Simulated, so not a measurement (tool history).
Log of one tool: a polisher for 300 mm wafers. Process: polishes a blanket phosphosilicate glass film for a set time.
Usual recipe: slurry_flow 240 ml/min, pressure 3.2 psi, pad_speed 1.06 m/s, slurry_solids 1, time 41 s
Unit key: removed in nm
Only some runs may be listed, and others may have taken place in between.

run	hour	slurry_flow	pressure	pad_speed	slurry_solids	time	wafers since the last listed run	wafers polished on this pad	hours since the slurry nozzle was cleaned	hours since the head pressure was calibrated	hours since the slurry blender was calibrated	hours since the conditioning disc was replaced	incoming thickness of the incoming film, nm	removed
1	0	240	3.2	1.06	1	41	0	318	523	121.5	222.2	26.1	4147	380
# hour 15.8: slurry blender recalibrated
2	23.4	240	3.2	1.06	1	41	280	599	546.4	144.9	7.6	49.5	4199.8	374.1
3	46	240	3.2	1.06	0.8	41	296	896	569	167.5	30.2	72.1	4073.9	323.9
# hour 85.6: worn pad replaced by a new one
4	94	240	3.2	1.06	0.8	41	577	110	617	215.5	78.2	120.1	4103.9	331.2
# hour 97.6: conditioning disc replaced and pad reconditioned
5	128	290	3.2	1.06	1.1	41	420	530	651	249.5	112.2	30.4	4131.4	400.6
6	146.3	285	3.2	1.06	1	41	240	770	669.3	267.8	130.5	48.7	4155.7	377.6
7	169.5	240	3.2	1.06	1	33	304	1075	692.5	291	153.7	71.9	4137.5	294.5
# hour 199.4: worn pad replaced by a new one
8	204.9	240	3.2	1.06	1	33	412	72	727.9	326.4	189.1	107.3	4140.5	304.3
# hour 217: conditioning disc replaced and pad reconditioned
9	235.8	240	3.2	1.06	1	33	379	451	758.8	357.3	220	18.8	4184.6	300.1
# hour 247.2: slurry blender recalibrated
10	250	265	3.2	1.06	1	41	160	611	773	371.5	2.8	33	4066.4	374.6
11	266.1	240	3.2	1.06	0.8	41	211	823	789.1	387.6	18.9	49.1	4169	322
# hour 304.6: worn pad replaced by a new one
# hour 336.5: conditioning disc replaced and pad reconditioned
# hour 348.5: head pressure recalibrated
12	366.2	295	3.5	1.24	0.9	41	1209	756	889.2	17.7	119	29.7	4056.1	446
13	386	240	3.2	0.96	0.75	46	259	1016	909	37.5	138.8	49.5	4081	323.9
# hour 408: worn pad replaced by a new one
# hour 416.6: slurry nozzle cleaned
14	418.6	185	3.2	1.3	1	41	362	126	2	70.1	171.4	82.1	4134.1	431.2
# hour 442.5: conditioning disc replaced and pad reconditioned
15	453.6	240	3.2	0.72	1.2	41	433	559	37	105.1	206.4	11.1	4142.5	307.3
# hour 463: slurry blender recalibrated
16	474.3	240	3.2	1.06	1.1	41	245	805	57.7	125.8	11.3	31.8	4174.4	390.1
17	492.8	240	3.7	1.06	0.7	27	242	1048	76.2	144.3	29.8	50.3	4116.9	222.7
# hour 512: worn pad replaced by a new one
18	528.7	285	3.2	1.06	1	54	418	219	112.1	180.2	65.7	86.2	4114.9	509.6
# hour 541.4: conditioning disc replaced and pad reconditioned
19	549.1	240	3.2	1.06	1	41	241	461	132.5	200.6	86.1	7.7	4169.1	382.1
20	574	240	3.2	1.06	1	41	326	788	157.4	225.5	111	32.6	4111.9	375.8

Predict each of these 3 candidate next runs independently; none follows another, all start after run 20:
A	574.4	240	3.2	0.96	1	41	5	793	157.8	225.9	111.4	33	4164.5	?
B	574.4	270	4	1.42	1	52	5	793	157.8	225.9	111.4	33	4164.5	?
C	574.4	240	3.2	1.06	1	35	5	793	157.8	225.9	111.4	33	4164.5	?

run	removed
A	349.9
B	755.1
C	321.7
Stripped of hidden state, with their random variation kept, the same runs would have yielded:
run	removed
A	355.3
B	766.9
C	326.7
